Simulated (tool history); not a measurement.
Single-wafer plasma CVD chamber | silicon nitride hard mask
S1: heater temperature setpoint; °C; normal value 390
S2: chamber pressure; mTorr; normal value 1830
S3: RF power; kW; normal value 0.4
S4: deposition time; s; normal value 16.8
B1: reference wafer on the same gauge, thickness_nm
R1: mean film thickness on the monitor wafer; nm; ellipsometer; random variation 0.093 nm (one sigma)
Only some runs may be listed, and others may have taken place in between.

| run | hour | S1 | S2 | S3 | S4 | B1 | R1 |
|---|---|---|---|---|---|---|---|
| 1 | 0 | 390 | 1650 | 0.4 | 16.8 | 19.099 | 20.96 |
| 2 | 16.2 | 390 | 1710 | 0.4 | 14.5 | 19.095 | 18.183 |
| 3 | 51.2 | 390 | 1830 | 0.42 | 18 | 19.09 | 23.942 |
|  | 60.4 | RF generator calibrated |
| 4 | 60.9 | 390 | 1830 | 0.42 | 18 | 19.099 | 25.183 |
| 5 | 72.1 | 390 | 1830 | 0.4 | 16.8 | 19.094 | 22.632 |
| 6 | 80.6 | 390 | 1830 | 0.4 | 16.8 | 19.076 | 22.564 |
| 7 | 96.7 | 390 | 1830 | 0.4 | 16.8 | 19.123 | 22.762 |
|  | 111.7 | capacitance manometer re-zeroed and calibrated |
| 8 | 112.2 | 390 | 1830 | 0.4 | 16.8 | 19.122 | 22.548 |
|  | 123.7 | showerhead replaced, of another model than before |
| 9 | 124.2 | 390 | 1830 | 0.4 | 16.8 | 19.101 | 22.379 |
| 10 | 126.5 | 390 | 1830 | 0.4 | 16.8 | 19.082 | 22.406 |
| 11 | 134.4 | 390 | 1830 | 0.4 | 17.5 | 19.084 | 23.367 |
| 12 | 144.4 | 390 | 1830 | 0.365 | 14.5 | 19.113 | 17.461 |
| 13 | 152.1 | 378 | 2130 | 0.4 | 19.3 | 19.081 | 26.951 |
| 14 | 163.9 | 390 | 2140 | 0.4 | 18.6 | 19.099 | 25.748 |
| 15 | 170.3 | 390 | 1830 | 0.4 | 16.8 | 19.108 | 22.137 |
| 16 | 186.3 | 377 | 1480 | 0.365 | 13.6 | 19.122 | 15.312 |
| 17 | 196.8 | 390 | 1830 | 0.48 | 16.8 | 19.08 | 25.856 |
|  | 211.5 | thermocouple changed; heater temperature recalibrated |
| 18 | 212 | 383 | 1550 | 0.435 | 13.7 | 19.059 | 18.359 |
| 19 | 221.7 | 390 | 1830 | 0.455 | 16.8 | 19.138 | 24.918 |
|  | 229.7 | gauge calibrated |
| 20 | 239 | 390 | 1830 | 0.4 | 16.8 | 19.095 | 21.96 |
| 21 | 252.8 | 384 | 1830 | 0.375 | 19 | 19.062 | 23.367 |
| 22 | 261.3 | 396 | 1830 | 0.4 | 16.8 | 19.119 | 21.955 |
| 23 | 271.1 | 390 | 1830 | 0.4 | 16.8 | 19.106 | 21.939 |
| 24 | 278.6 | 390 | 1830 | 0.4 | 16.8 | 19.082 | 21.833 |
| 25 | 291.3 | 390 | 1420 | 0.4 | 16.8 | 19.081 | 19.97 |
| 26 | 299 | 390 | 1830 | 0.4 | 16.8 | 19.085 | 21.741 |
| 27 | 305.1 | 390 | 1830 | 0.4 | 16.8 | 19.102 | 21.883 |
| 28 | 317.8 | 390 | 1670 | 0.4 | 16.8 | 19.128 | 20.997 |
| 29 | 334.5 | 390 | 1830 | 0.36 | 15.7 | 19.063 | 18.161 |

Selected run-to-run steps in R1, each split into two signed amounts: the part the tool would show with no hidden state at all (from settings, incoming material and random variation), and the remainder, which goes to the hidden state together with any gauge scatter not common to the measured and the hidden-state-free results:
Hidden state at play: wafer temperature above the value expected at the setpoint (K); delivered RF power above the setpoint (%); true pressure above the setpoint (%); gauge reads high (%).
Run 2 -> 3: S2 1710 -> 1830, S3 0.4 -> 0.42, S4 14.5 -> 18. R1 +5.759 nm: hidden state -0.293, all else +6.052.
Run 3 -> 4: RF generator calibrated. R1 +1.241 nm: hidden state +1.359, all else -0.118.
Run 12 -> 13: S1 390 -> 378, S2 1830 -> 2130, S3 0.365 -> 0.4, S4 14.5 -> 19.3. R1 +9.49 nm: hidden state -0.184, all else +9.674.
Run 16 -> 17: S1 377 -> 390, S2 1480 -> 1830, S3 0.365 -> 0.48, S4 13.6 -> 16.8. R1 +10.544 nm: hidden state -0.193, all else +10.737.
